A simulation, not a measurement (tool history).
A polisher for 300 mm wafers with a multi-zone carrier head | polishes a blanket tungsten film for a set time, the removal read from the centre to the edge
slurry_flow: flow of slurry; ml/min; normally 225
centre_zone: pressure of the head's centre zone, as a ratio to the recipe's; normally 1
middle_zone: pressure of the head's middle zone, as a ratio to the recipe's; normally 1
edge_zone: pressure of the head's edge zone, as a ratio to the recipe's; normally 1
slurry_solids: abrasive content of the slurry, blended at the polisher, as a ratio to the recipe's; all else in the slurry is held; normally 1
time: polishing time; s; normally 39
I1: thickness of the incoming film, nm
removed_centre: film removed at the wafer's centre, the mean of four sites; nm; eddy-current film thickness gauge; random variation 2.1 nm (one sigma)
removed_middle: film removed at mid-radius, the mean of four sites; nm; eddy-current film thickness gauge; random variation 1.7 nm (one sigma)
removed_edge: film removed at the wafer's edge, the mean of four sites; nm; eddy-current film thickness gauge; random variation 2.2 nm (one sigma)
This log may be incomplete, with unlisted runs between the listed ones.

run 1 hour=0 | slurry_flow=260 centre_zone=1 middle_zone=1 edge_zone=1 slurry_solids=1 time=39 | I1=777 | removed_centre=175.1 removed_middle=176 removed_edge=176.9
run 2 hour=13.8 | slurry_flow=225 centre_zone=1 middle_zone=1 edge_zone=1 slurry_solids=1 time=39 | I1=765.5 | removed_centre=196.9 removed_middle=192.8 removed_edge=199.2
run 3 hour=27.1 | slurry_flow=225 centre_zone=1 middle_zone=1 edge_zone=1 slurry_solids=1 time=39 | I1=792.8 | removed_centre=195.6 removed_middle=191.4 removed_edge=196.6
run 4 hour=35.7 | slurry_flow=225 centre_zone=1 middle_zone=1 edge_zone=1 slurry_solids=1 time=39 | I1=782.7 | removed_centre=195.3 removed_middle=190.5 removed_edge=198.2
run 5 hour=44 | slurry_flow=225 centre_zone=1 middle_zone=1 edge_zone=1 slurry_solids=1 time=39 | I1=792.3 | removed_centre=193 removed_middle=189.6 removed_edge=195
run 6 hour=56.3 | slurry_flow=225 centre_zone=1 middle_zone=1 edge_zone=1 slurry_solids=1 time=39 | I1=766.7 | removed_centre=186.8 removed_middle=184 removed_edge=193.2
run 7 hour=70.7 | slurry_flow=225 centre_zone=1 middle_zone=1 edge_zone=1 slurry_solids=1 time=45 | I1=771.6 | removed_centre=210.7 removed_middle=207.5 removed_edge=212
run 8 hour=85.8 | slurry_flow=225 centre_zone=1 middle_zone=1 edge_zone=1.04 slurry_solids=1.2 time=39 | I1=776.9 | removed_centre=185.4 removed_middle=182.6 removed_edge=192.1
run 9 hour=97.8 | slurry_flow=180 centre_zone=1.09 middle_zone=1 edge_zone=0.96 slurry_solids=1 time=26 | I1=786.5 | removed_centre=127.9 removed_middle=117 removed_edge=116.8
run 10 hour=114.2 | slurry_flow=225 centre_zone=1 middle_zone=1 edge_zone=1 slurry_solids=1 time=39 | I1=784.5 | removed_centre=204.9 removed_middle=199 removed_edge=198.6
run 11 hour=124.8 | slurry_flow=225 centre_zone=1 middle_zone=1 edge_zone=1 slurry_solids=1.1 time=35 | I1=794.3 | removed_centre=186.3 removed_middle=181.5 removed_edge=184.7
run 12 hour=175 | slurry_flow=225 centre_zone=1 middle_zone=1 edge_zone=0.91 slurry_solids=1 time=52 | I1=785 | removed_centre=252.2 removed_middle=249.8 removed_edge=237.6
run 13 hour=189.2 | slurry_flow=225 centre_zone=1 middle_zone=1 edge_zone=1 slurry_solids=1 time=39 | I1=766.2 | removed_centre=185.4 removed_middle=180.4 removed_edge=183.2
run 14 hour=217.2 | slurry_flow=225 centre_zone=0.91 middle_zone=1 edge_zone=1 slurry_solids=1 time=39 | I1=784.6 | removed_centre=182.4 removed_middle=195.4 removed_edge=200.9
run 15 hour=231.1 | slurry_flow=150 centre_zone=1 middle_zone=0.92 edge_zone=1.06 slurry_solids=1 time=39 | I1=785 | removed_centre=190 removed_middle=172.2 removed_edge=200.7
run 16 hour=245.7 | slurry_flow=225 centre_zone=1 middle_zone=1 edge_zone=0.96 slurry_solids=1 time=39 | I1=782.2 | removed_centre=196.9 removed_middle=191.6 removed_edge=187.9
run 17 hour=254.4 | slurry_flow=225 centre_zone=1 middle_zone=1 edge_zone=1 slurry_solids=1 time=32 | I1=774.8 | removed_centre=158.4 removed_middle=155.2 removed_edge=160
run 18 hour=268.1 | slurry_flow=225 centre_zone=1 middle_zone=1 edge_zone=1 slurry_solids=1 time=39 | I1=763 | removed_centre=188.8 removed_middle=185.9 removed_edge=188.1
run 19 hour=281.5 | slurry_flow=225 centre_zone=1 middle_zone=0.94 edge_zone=0.95 slurry_solids=1 time=39 | I1=785.4 | removed_centre=186.6 removed_middle=170.1 removed_edge=176.5
run 20 hour=290.8 | slurry_flow=225 centre_zone=1 middle_zone=1 edge_zone=1.05 slurry_solids=0.75 time=39 | I1=794 | removed_centre=180.9 removed_middle=181.8 removed_edge=189.9

Not shown: 8 entries that the log had between the listed runs. Between which runs, and how does the tool's hidden state differ before and after?
After run 1, before run 2: worn pad replaced by a new one (hour 12.7)
  removal rate lost through wear of the pad, %: 12.4 -> 1.23; slurry flow missing at the pad, %: 31.2 -> 34.1
  measured less the result without the state, removed_centre: -31.7 -> -11 nm; removed_middle: -31.2 -> -9.9 nm; removed_edge: -29.8 -> -8.2 nm
After run 2, before run 3: centre zone pressure recalibrated (hour 19.6)
  removal rate lost through wear of the pad, %: 1.23 -> 1.52; slurry flow missing at the pad, %: 34.1 -> 37
  measured less the result without the state, removed_centre: -11 -> -12.5 nm; removed_middle: -9.9 -> -11.3 nm; removed_edge: -8.2 -> -9.4 nm
After run 4, before run 5: carrier head's membrane replaced by a new one (hour 43.5)
  removal rate lost through wear of the pad, %: 1.97 -> 2.6; slurry flow missing at the pad, %: 38.9 -> 40.9
  measured less the result without the state, removed_centre: -14.2 -> -16.1 nm; removed_middle: -12.8 -> -14.7 nm; removed_edge: -10.9 -> -12.5 nm
After run 8, before run 9: slurry nozzle cleaned (hour 87.4)
  removal rate lost through wear of the pad, %: 8.7 -> 11.4; slurry flow missing at the pad, %: 51.4 -> 10.4
  measured less the result without the state, removed_centre: -33.5 -> -18.2 nm; removed_middle: -31.3 -> -16.5 nm; removed_edge: -29 -> -16 nm
After run 9, before run 10: worn pad replaced by a new one (hour 113.7)
  removal rate lost through wear of the pad, %: 11.4 -> 2.13; slurry flow missing at the pad, %: 10.4 -> 10.7
  measured less the result without the state, removed_centre: -18.2 -> -6.8 nm; removed_middle: -16.5 -> -6.4 nm; removed_edge: -16 -> -5.9 nm
After run 11, before run 12: edge zone pressure recalibrated (hour 154.2)
  removal rate lost through wear of the pad, %: 2.3 -> 7.38; slurry flow missing at the pad, %: 10.9 -> 13.3
  measured less the result without the state, removed_centre: -6.5 -> -23.9 nm; removed_middle: -6.2 -> -23.3 nm; removed_edge: -5.8 -> -21.3 nm
After run 13, before run 14: worn pad replaced by a new one (hour 208.6)
  removal rate lost through wear of the pad, %: 10.1 -> 2.62; slurry flow missing at the pad, %: 14.3 -> 16.7
  measured less the result without the state, removed_centre: -23.9 -> -8.3 nm; removed_middle: -23 -> -8.6 nm; removed_edge: -22.6 -> -8 nm
After run 19, before run 20: worn pad replaced by a new one (hour 288)
  removal rate lost through wear of the pad, %: 9.94 -> 0.366; slurry flow missing at the pad, %: 24.4 -> 25.8
  measured less the result without the state, removed_centre: -26.5 -> -6.2 nm; removed_middle: -23.6 -> -5.6 nm; removed_edge: -23.2 -> -4.6 nm
